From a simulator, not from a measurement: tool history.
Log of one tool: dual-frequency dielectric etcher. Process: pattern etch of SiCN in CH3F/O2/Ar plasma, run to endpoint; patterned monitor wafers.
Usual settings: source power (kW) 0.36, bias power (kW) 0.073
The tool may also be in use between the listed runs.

| run | hour | source power (kW) | bias power (kW) | incoming incoming film thickness, nm | endpoint time (s) |
|---|---|---|---|---|---|
| 1 | 0 | 0.32 | 0.06 | 7.64 | 20.9 |
| 2 | 48.3 | 0.32 | 0.06 | 7.7 | 21 |
| 3 | 89.8 | 0.36 | 0.073 | 7.69 | 19.1 |
| 4 | 139.5 | 0.36 | 0.073 | 7.75 | 19.2 |
| 5 | 205.6 | 0.36 | 0.073 | 7.68 | 19 |
| 6 | 274.8 | 0.36 | 0.073 | 7.71 | 18.9 |
| 7 | 344.7 | 0.36 | 0.073 | 7.7 | 18.5 |
| 8 | 407.2 | 0.36 | 0.073 | 7.61 | 18.4 |
| 9 | 451.7 | 0.36 | 0.061 | 7.66 | 19.7 |
| 10 | 481.3 | 0.36 | 0.061 | 7.67 | 19.8 |
| 11 | 522.4 | 0.36 | 0.061 | 7.64 | 19.6 |
| 12 | 568 | 0.36 | 0.065 | 7.8 | 20.5 |
| 13 | 586.5 | 0.28 | 0.065 | 7.71 | 21.2 |
| 14 | 633.3 | 0.28 | 0.083 | 7.72 | 19.2 |
| 15 | 694.7 | 0.3 | 0.089 | 7.66 | 18.4 |
| 16 | 760.7 | 0.29 | 0.073 | 7.72 | 19.9 |
| 17 | 830 | 0.43 | 0.068 | 7.65 | 18.7 |
| 18 | 893.8 | 0.29 | 0.068 | 7.72 | 20.5 |
| 19 | 925.8 | 0.32 | 0.068 | 7.7 | 19.9 |
| 20 | 984.3 | 0.42 | 0.083 | 7.62 | 17.2 |
| 21 | 1015.6 | 0.36 | 0.073 | 7.64 | 18.7 |
| 22 | 1089.4 | 0.4 | 0.081 | 7.73 | 18.2 |
| 23 | 1108.6 | 0.39 | 0.073 | 7.65 | 19 |
| 24 | 1168.6 | 0.36 | 0.073 | 7.62 | 19.1 |
| 25 | 1218.7 | 0.36 | 0.073 | 7.68 | 19.1 |

Not shown: 6 entries that the log had between the listed runs. Between which runs, and how does the tool's hidden state differ before and after?
Between runs 6 and 7: wet clean of the chamber (hour 328.4)
  etch rate over this chamber's usual, %: 2.26 -> 4
  measured less the result without the state, endpoint time (s): -0.4 -> -0.7
Between runs 9 and 10: source power generator calibrated (hour 479.1)
  etch rate over this chamber's usual, %: 4.45 -> 4.57
  measured less the result without the state, endpoint time (s): -0.9 -> -0.9
Between runs 11 and 12: wet clean of the chamber, repeated, since the last time left the tool worse (hour 567.5)
  etch rate over this chamber's usual, %: 4.74 -> 0.342
  measured less the result without the state, endpoint time (s): -0.9 -> -0.1
Between runs 14 and 15: upper electrode replaced (hour 682.4)
  etch rate over this chamber's usual, %: 0.613 -> 0.869
  measured less the result without the state, endpoint time (s): -0.1 -> -0.2
Between runs 15 and 16: bias power generator calibrated (hour 712.2)
  etch rate over this chamber's usual, %: 0.869 -> 1.14
  measured less the result without the state, endpoint time (s): -0.2 -> -0.2
Between runs 21 and 22: wet clean of the chamber (hour 1088.9)
  etch rate over this chamber's usual, %: 2.2 -> 0.0981
  measured less the result without the state, endpoint time (s): -0.4 -> +0

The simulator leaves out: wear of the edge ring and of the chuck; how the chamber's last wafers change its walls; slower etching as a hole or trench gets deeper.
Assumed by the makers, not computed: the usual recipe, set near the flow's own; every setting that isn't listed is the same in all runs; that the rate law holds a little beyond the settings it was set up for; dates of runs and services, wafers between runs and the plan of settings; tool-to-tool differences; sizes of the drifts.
